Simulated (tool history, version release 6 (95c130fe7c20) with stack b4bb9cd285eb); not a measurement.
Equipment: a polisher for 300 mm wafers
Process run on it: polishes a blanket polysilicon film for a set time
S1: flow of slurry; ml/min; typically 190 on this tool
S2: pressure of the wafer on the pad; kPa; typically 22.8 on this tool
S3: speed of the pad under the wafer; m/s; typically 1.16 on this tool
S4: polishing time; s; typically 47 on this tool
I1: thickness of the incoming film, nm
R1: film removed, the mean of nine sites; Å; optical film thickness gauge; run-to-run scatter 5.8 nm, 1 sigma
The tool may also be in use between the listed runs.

Run 1, hour 0.0: usual settings; I1 2070.7. Result: R1 5134 Å.
Run 2, hour 26.7: usual settings; I1 2036.7. Result: R1 5151 Å.
Run 3, hour 88.3: usual settings; I1 2074.5. Result: R1 5021 Å.
Run 4, hour 160.7: usual settings; I1 2038.8. Result: R1 4897 Å.
Run 5, hour 184.2: usual settings but S1 170 ml/min; I1 2083.7. Result: R1 5278 Å.
Run 6, hour 213.7: usual settings but S1 170 ml/min; I1 2091.6. Result: R1 5204 Å.
Run 7, hour 247.2: usual settings but S1 170 ml/min; I1 2067.6. Result: R1 5128 Å.
Run 8, hour 319.1: usual settings but S3 0.86 m/s; I1 2050.4. Result: R1 3718 Å.
Run 9, hour 355.7: usual settings but S1 220 ml/min, S2 30.3 kPa, S3 1.40 m/s; I1 2066.2. Result: R1 8012 Å.
Run 10, hour 424.8: usual settings but S2 17.9 kPa; I1 2069.2. Result: R1 4305 Å.
Run 11, hour 496.2: usual settings but S1 160 ml/min, S2 20.0 kPa, S4 36 s; I1 2042.2. Result: R1 3431 Å.
Run 12, hour 529.9: usual settings but S1 245 ml/min, S2 25.5 kPa, S3 1.40 m/s, S4 33 s; I1 2086.4. Result: R1 4865 Å.
Run 13, hour 661.8: usual settings but S4 34 s; I1 2043.7. Result: R1 3699 Å.
Run 14, hour 719.9: usual settings but S1 170 ml/min; I1 2066.8. Result: R1 5073 Å.
Run 15, hour 750.6: usual settings but S2 27.6 kPa, S4 54 s; I1 2094.3. Result: R1 6709 Å.
Run 16, hour 791.4: usual settings; I1 2045.6. Result: R1 4955 Å.
Run 17, hour 835.6: usual settings but S3 1.38 m/s; I1 2092.8. Result: R1 5963 Å.

Withheld: 8 entries from between the runs. Position of each, and hidden state at the listed run before versus the listed run after:
From run 3 to run 4: worn pad replaced by a new one (hour 160.2)
  slurry flow missing at the pad, %: 46.2 -> 49.2
  the result without the hidden state subtracted from the measured one, R1: -339 -> -363 Å
From run 4 to run 5: slurry nozzle cleaned (hour 170.8)
  slurry flow missing at the pad, %: 49.2 -> 8.57
  the result without the hidden state subtracted from the measured one, R1: -363 -> -50 Å
From run 8 to run 9: worn pad replaced by a new one (hour 348.3)
  slurry flow missing at the pad, %: 38 -> 40.2
  the result without the hidden state subtracted from the measured one, R1: -189 -> -399 Å
From run 9 to run 10: slurry nozzle cleaned (hour 383.9); head pressure recalibrated (hour 385.1)
  slurry flow missing at the pad, %: 40.2 -> 18.3
  the result without the hidden state subtracted from the measured one, R1: -399 -> -88 Å
From run 11 to run 12: worn pad replaced by a new one (hour 529.2)
  slurry flow missing at the pad, %: 33.3 -> 36.7
  the result without the hidden state subtracted from the measured one, R1: -163 -> -198 Å
From run 12 to run 13: slurry nozzle cleaned (hour 599.7)
  slurry flow missing at the pad, %: 36.7 -> 25.8
  the result without the hidden state subtracted from the measured one, R1: -198 -> -113 Å
From run 13 to run 14: worn pad replaced by a new one (hour 706.8)
  slurry flow missing at the pad, %: 25.8 -> 35.7
  the result without the hidden state subtracted from the measured one, R1: -113 -> -255 Å
